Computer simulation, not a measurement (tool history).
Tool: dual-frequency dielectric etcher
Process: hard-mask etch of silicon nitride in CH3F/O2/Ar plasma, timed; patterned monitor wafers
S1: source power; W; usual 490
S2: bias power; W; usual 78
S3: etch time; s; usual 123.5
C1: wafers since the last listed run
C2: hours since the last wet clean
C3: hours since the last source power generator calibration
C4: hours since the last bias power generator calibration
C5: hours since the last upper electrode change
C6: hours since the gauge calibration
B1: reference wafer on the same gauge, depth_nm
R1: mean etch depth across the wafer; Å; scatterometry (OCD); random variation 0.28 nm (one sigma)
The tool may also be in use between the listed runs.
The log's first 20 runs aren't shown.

{"hour": 969.9, "done": "gauge calibrated"}
{"hour": 973.7, "done": "wet clean of the chamber"}
{"run": 21, "hour": 984.2, "S1": 490, "S2": 72, "S3": 110.5, "C1": 175, "C2": 10.5, "C3": 2663.9, "C4": 86.8, "C5": 334.3, "C6": 14.3, "B1": 108.2, "R1": 861}
{"run": 22, "hour": 1009.3, "S1": 490, "S2": 65, "S3": 112.0, "C1": 246, "C2": 35.6, "C3": 2689.0, "C4": 111.9, "C5": 359.4, "C6": 39.4, "B1": 108.2, "R1": 845}
{"hour": 1015.0, "done": "source power generator calibrated"}
{"run": 23, "hour": 1039.5, "S1": 390, "S2": 78, "S3": 156.5, "C1": 257, "C2": 65.8, "C3": 24.5, "C4": 142.1, "C5": 389.6, "C6": 69.6, "B1": 108.2, "R1": 1159}
{"run": 24, "hour": 1099.9, "S1": 430, "S2": 96, "S3": 87.5, "C1": 593, "C2": 126.2, "C3": 84.9, "C4": 202.5, "C5": 450.0, "C6": 130.0, "B1": 108.3, "R1": 708}
{"run": 25, "hour": 1129.7, "S1": 490, "S2": 78, "S3": 123.5, "C1": 293, "C2": 156.0, "C3": 114.7, "C4": 232.3, "C5": 479.8, "C6": 159.8, "B1": 108.1, "R1": 973}
{"run": 26, "hour": 1165.5, "S1": 550, "S2": 78, "S3": 123.5, "C1": 352, "C2": 191.8, "C3": 150.5, "C4": 268.1, "C5": 515.6, "C6": 195.6, "B1": 108.2, "R1": 1012}
{"run": 27, "hour": 1218.5, "S1": 530, "S2": 73, "S3": 143.5, "C1": 521, "C2": 244.8, "C3": 203.5, "C4": 321.1, "C5": 568.6, "C6": 248.6, "B1": 108.2, "R1": 1133}
{"run": 28, "hour": 1284.9, "S1": 490, "S2": 78, "S3": 123.5, "C1": 652, "C2": 311.2, "C3": 269.9, "C4": 387.5, "C5": 635.0, "C6": 315.0, "B1": 108.2, "R1": 970}
{"run": 29, "hour": 1340.8, "S1": 550, "S2": 84, "S3": 87.0, "C1": 549, "C2": 367.1, "C3": 325.8, "C4": 443.4, "C5": 690.9, "C6": 370.9, "B1": 108.2, "R1": 720}
{"run": 30, "hour": 1391.2, "S1": 490, "S2": 78, "S3": 123.5, "C1": 495, "C2": 417.5, "C3": 376.2, "C4": 493.8, "C5": 741.3, "C6": 421.3, "B1": 108.2, "R1": 960}

3 ways to go on from here, each from the tool as it stands after run 30. What would each give?
{"run": "A", "hour": 1391.7, "S1": 380, "S2": 78, "S3": 123.5, "C1": 4, "C2": 418.0, "C3": 376.7, "C4": 494.3, "C5": 741.8, "C6": 421.8, "B1": "?", "R1": "?"}
{"run": "B", "hour": 1391.7, "S1": 430, "S2": 63, "S3": 104.0, "C1": 4, "C2": 418.0, "C3": 376.7, "C4": 494.3, "C5": 741.8, "C6": 421.8, "B1": "?", "R1": "?"}
{"run": "C", "hour": 1391.7, "S1": 450, "S2": 71, "S3": 123.5, "C1": 4, "C2": 418.0, "C3": 376.7, "C4": 494.3, "C5": 741.8, "C6": 421.8, "B1": "?", "R1": "?"}

run=A B1=108.2 R1=895
run=B B1=108.2 R1=735
run=C B1=108.2 R1=914
Without the tool's hidden state the same runs would have given:
run=A R1=920
run=B R1=755
run=C R1=939
